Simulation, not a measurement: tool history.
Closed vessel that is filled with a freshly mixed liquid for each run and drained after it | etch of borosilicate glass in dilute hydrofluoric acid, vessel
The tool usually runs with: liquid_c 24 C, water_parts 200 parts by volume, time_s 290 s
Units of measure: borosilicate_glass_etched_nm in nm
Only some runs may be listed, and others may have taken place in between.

| run | hour | liquid_c | water_parts | time_s | read-back film thickness of the borosilicate glass reference wafer, read on the same gauge (nm) | borosilicate_glass_etched_nm |
|---|---|---|---|---|---|---|
| 1 | 0 | 24 | 200 | 395 | 90.02 | 54 |
| 2 | 91.1 | 24 | 200 | 395 | 90.01 | 53.71 |
| 3 | 186.1 | 26 | 200 | 290 | 90.02 | 42.33 |
|  | 223.6 | gauge calibrated |
| 4 | 463.6 | 26 | 200 | 290 | 89.96 | 42.61 |
| 5 | 501.2 | 26 | 200 | 290 | 90.02 | 41.34 |
| 6 | 602.4 | 24 | 200 | 290 | 90.02 | 38.71 |
| 7 | 677.2 | 24 | 200 | 290 | 89.98 | 39.15 |
| 8 | 732.7 | 24 | 160 | 290 | 90.02 | 51.88 |
|  | 819.9 | hydrofluoric acid flow meter replaced |
| 9 | 832.2 | 24 | 120 | 400 | 89.99 | 99.51 |
| 10 | 901.4 | 24 | 120 | 400 | 89.98 | 98.98 |
|  | 945.1 | thermometer replaced |
| 11 | 951.7 | 24 | 120 | 400 | 89.97 | 99.54 |
| 12 | 1047.3 | 24 | 200 | 205 | 89.98 | 27.44 |
| 13 | 1120.2 | 27.5 | 200 | 290 | 89.95 | 45.31 |
| 14 | 1180 | 22.5 | 120 | 340 | 90.01 | 78.54 |
| 15 | 1259.5 | 24 | 200 | 290 | 90.01 | 39.08 |
| 16 | 1326.2 | 19.5 | 170 | 445 | 89.99 | 61.54 |
| 17 | 1402.2 | 24 | 280 | 165 | 89.98 | 14.42 |
|  | 1557.8 | gauge calibrated |
| 18 | 1584.5 | 24 | 200 | 290 | 89.99 | 39.3 |
| 19 | 1623.5 | 24 | 200 | 135 | 90.04 | 17.99 |
| 20 | 1682 | 22 | 250 | 290 | 90.03 | 27.93 |
| 21 | 1775.2 | 21.5 | 200 | 290 | 90.03 | 35.5 |

Run 22 is up next; what results do you expect?
| 22 | 1861.7 | 21 | 295 | 290 | ? | ? |

{"run 22": {"read-back film thickness of the borosilicate glass reference wafer, read on the same gauge (nm)": 90, "borosilicate_glass_etched_nm": 21.62}}
Take away the tool's hidden state, keep the run-to-run variation as it was, and the same run would have given borosilicate_glass_etched_nm 21.62 nm.
